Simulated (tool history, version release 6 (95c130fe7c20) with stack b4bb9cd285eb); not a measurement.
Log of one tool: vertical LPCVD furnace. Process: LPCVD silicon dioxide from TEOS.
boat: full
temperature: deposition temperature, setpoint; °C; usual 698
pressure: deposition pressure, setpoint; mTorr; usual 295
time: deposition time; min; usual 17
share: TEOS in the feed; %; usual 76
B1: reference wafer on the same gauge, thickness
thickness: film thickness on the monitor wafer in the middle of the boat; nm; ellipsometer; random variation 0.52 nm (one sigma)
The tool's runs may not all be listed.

{"run": 1, "hour": 0.0, "temperature": 698, "pressure": 295, "time": 19, "share": 76, "B1": 135.08, "thickness": 153.13}
{"run": 2, "hour": 33.6, "temperature": 698, "pressure": 295, "time": 19, "share": 76, "B1": 134.99, "thickness": 151.27}
{"run": 3, "hour": 63.9, "temperature": 698, "pressure": 295, "time": 19, "share": 76, "B1": 134.93, "thickness": 153.39}
{"run": 4, "hour": 121.5, "temperature": 698, "pressure": 295, "time": 17, "share": 76, "B1": 135.01, "thickness": 136.55}
{"run": 5, "hour": 167.1, "temperature": 698, "pressure": 295, "time": 17, "share": 76, "B1": 135, "thickness": 136.98}
{"run": 6, "hour": 205.5, "temperature": 698, "pressure": 295, "time": 17, "share": 76, "B1": 135.02, "thickness": 137.11}
{"run": 7, "hour": 245.7, "temperature": 698, "pressure": 295, "time": 17, "share": 76, "B1": 135.13, "thickness": 137.89}
{"run": 8, "hour": 278.6, "temperature": 698, "pressure": 295, "time": 17, "share": 76, "B1": 134.96, "thickness": 137.54}
{"run": 9, "hour": 304.5, "temperature": 703, "pressure": 225, "time": 17, "share": 76, "B1": 134.96, "thickness": 135.27}
{"run": 10, "hour": 372.7, "temperature": 698, "pressure": 260, "time": 17, "share": 87, "B1": 134.98, "thickness": 138.79}
{"run": 11, "hour": 445.9, "temperature": 698, "pressure": 270, "time": 17, "share": 61, "B1": 134.94, "thickness": 113.62}
{"run": 12, "hour": 460.9, "temperature": 706, "pressure": 295, "time": 17, "share": 80, "B1": 135.01, "thickness": 163.63}
{"run": 13, "hour": 514.4, "temperature": 698, "pressure": 295, "time": 17, "share": 76, "B1": 134.94, "thickness": 132.39}
{"run": 14, "hour": 574.5, "temperature": 698, "pressure": 295, "time": 23.5, "share": 70, "B1": 134.98, "thickness": 175.27}
{"run": 15, "hour": 639.5, "temperature": 695, "pressure": 330, "time": 17, "share": 71, "B1": 135, "thickness": 125.62}
{"run": 16, "hour": 751.0, "temperature": 698, "pressure": 355, "time": 17, "share": 64, "B1": 134.95, "thickness": 132.54}
{"run": 17, "hour": 803.8, "temperature": 704, "pressure": 295, "time": 22, "share": 62, "B1": 135.07, "thickness": 178.75}
{"run": 18, "hour": 854.9, "temperature": 686, "pressure": 325, "time": 17, "share": 76, "B1": 134.89, "thickness": 104.86}
{"run": 19, "hour": 899.0, "temperature": 703, "pressure": 230, "time": 14.5, "share": 90, "B1": 135.04, "thickness": 121}
{"run": 20, "hour": 938.2, "temperature": 709, "pressure": 330, "time": 21.5, "share": 61, "B1": 134.96, "thickness": 205.7}
{"run": 21, "hour": 992.4, "temperature": 689, "pressure": 350, "time": 20.5, "share": 89, "B1": 134.97, "thickness": 151.25}
{"run": 22, "hour": 1043.1, "temperature": 698, "pressure": 295, "time": 17, "share": 85, "B1": 134.93, "thickness": 140.48}
{"run": 23, "hour": 1092.7, "temperature": 698, "pressure": 295, "time": 17, "share": 76, "B1": 135.07, "thickness": 132.95}
{"run": 24, "hour": 1150.4, "temperature": 698, "pressure": 295, "time": 17, "share": 76, "B1": 135.06, "thickness": 131.94}
{"run": 25, "hour": 1189.2, "temperature": 702, "pressure": 340, "time": 22.5, "share": 76, "B1": 134.94, "thickness": 204.96}
{"run": 26, "hour": 1228.9, "temperature": 704, "pressure": 295, "time": 17, "share": 82, "B1": 135.01, "thickness": 157.44}
{"run": 27, "hour": 1264.0, "temperature": 698, "pressure": 265, "time": 19.5, "share": 76, "B1": 135.03, "thickness": 144.38}
{"run": 28, "hour": 1297.4, "temperature": 698, "pressure": 295, "time": 15, "share": 76, "B1": 134.98, "thickness": 117.08}
{"run": 29, "hour": 1327.3, "temperature": 708, "pressure": 295, "time": 17, "share": 86, "B1": 135.03, "thickness": 178.43}
{"run": 30, "hour": 1351.5, "temperature": 698, "pressure": 295, "time": 17, "share": 76, "B1": 135.07, "thickness": 131.9}
{"run": 31, "hour": 1420.9, "temperature": 687, "pressure": 340, "time": 21.5, "share": 64, "B1": 134.95, "thickness": 127.93}

Not shown: 2 entries that the log had between the listed runs. Between which runs, and how does the tool's hidden state differ before and after?
Between runs 7 and 8: TEOS flow controller replaced (hour 275.6)
  true tube temperature minus thermocouple reading, K: 2.11 -> 2.15
  measured less the result without the state, thickness: +6.6 -> +6.72 nm
Between runs 10 and 11: thermocouples replaced and temperature profile calibrated (hour 445.4)
  true tube temperature minus thermocouple reading, K: 2.26 -> 0.391
  measured less the result without the state, thickness: +7.13 -> +1.03 nm
